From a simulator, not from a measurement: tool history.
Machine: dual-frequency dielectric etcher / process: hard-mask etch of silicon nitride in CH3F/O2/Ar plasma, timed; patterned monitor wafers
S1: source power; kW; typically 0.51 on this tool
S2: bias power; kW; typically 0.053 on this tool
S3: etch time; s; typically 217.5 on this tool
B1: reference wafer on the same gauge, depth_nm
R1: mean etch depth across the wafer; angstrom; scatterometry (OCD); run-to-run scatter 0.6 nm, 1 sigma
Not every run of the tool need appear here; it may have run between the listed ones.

{"run": 1, "day": 0.0, "S1": 0.51, "S2": 0.048, "S3": 249.5, "B1": 150.9, "R1": 1546}
{"day": 0.508, "done": "gauge calibrated"}
{"run": 2, "day": 0.725, "S1": 0.51, "S2": 0.058, "S3": 217.5, "B1": 151.1, "R1": 1466}
{"run": 3, "day": 1.2, "S1": 0.51, "S2": 0.06, "S3": 217.5, "B1": 151, "R1": 1493}
{"run": 4, "day": 1.792, "S1": 0.51, "S2": 0.06, "S3": 217.5, "B1": 150.8, "R1": 1479}
{"run": 5, "day": 2.175, "S1": 0.51, "S2": 0.06, "S3": 217.5, "B1": 150.7, "R1": 1485}
{"day": 3.258, "done": "wet clean of the chamber"}
{"run": 6, "day": 3.279, "S1": 0.51, "S2": 0.053, "S3": 217.5, "B1": 151, "R1": 1460}
{"run": 7, "day": 3.296, "S1": 0.51, "S2": 0.053, "S3": 217.5, "B1": 150.8, "R1": 1469}
{"run": 8, "day": 3.492, "S1": 0.51, "S2": 0.053, "S3": 234, "B1": 150.9, "R1": 1584}
{"run": 9, "day": 4.121, "S1": 0.6, "S2": 0.043, "S3": 276, "B1": 151, "R1": 1792}
{"day": 4.129, "done": "gauge calibrated"}
{"run": 10, "day": 4.512, "S1": 0.51, "S2": 0.053, "S3": 217.5, "B1": 150.9, "R1": 1452}
{"day": 4.7, "done": "bias power generator calibrated"}
{"day": 5.425, "done": "source power generator calibrated"}
{"day": 5.554, "done": "upper electrode replaced"}
{"run": 11, "day": 5.575, "S1": 0.51, "S2": 0.053, "S3": 217.5, "B1": 151.1, "R1": 1445}
{"run": 12, "day": 5.758, "S1": 0.51, "S2": 0.062, "S3": 163.5, "B1": 150.9, "R1": 1168}
{"run": 13, "day": 6.367, "S1": 0.51, "S2": 0.053, "S3": 217.5, "B1": 150.9, "R1": 1440}

Run 14 comes next. What will it give?
{"run": 14, "day": 7.054, "S1": 0.44, "S2": 0.053, "S3": 191.5, "B1": "?", "R1": "?"}

{"run 14": {"B1": 150.9, "R1": 1213}}
Without the tool's hidden state the same run would have given R1 1225 angstrom.
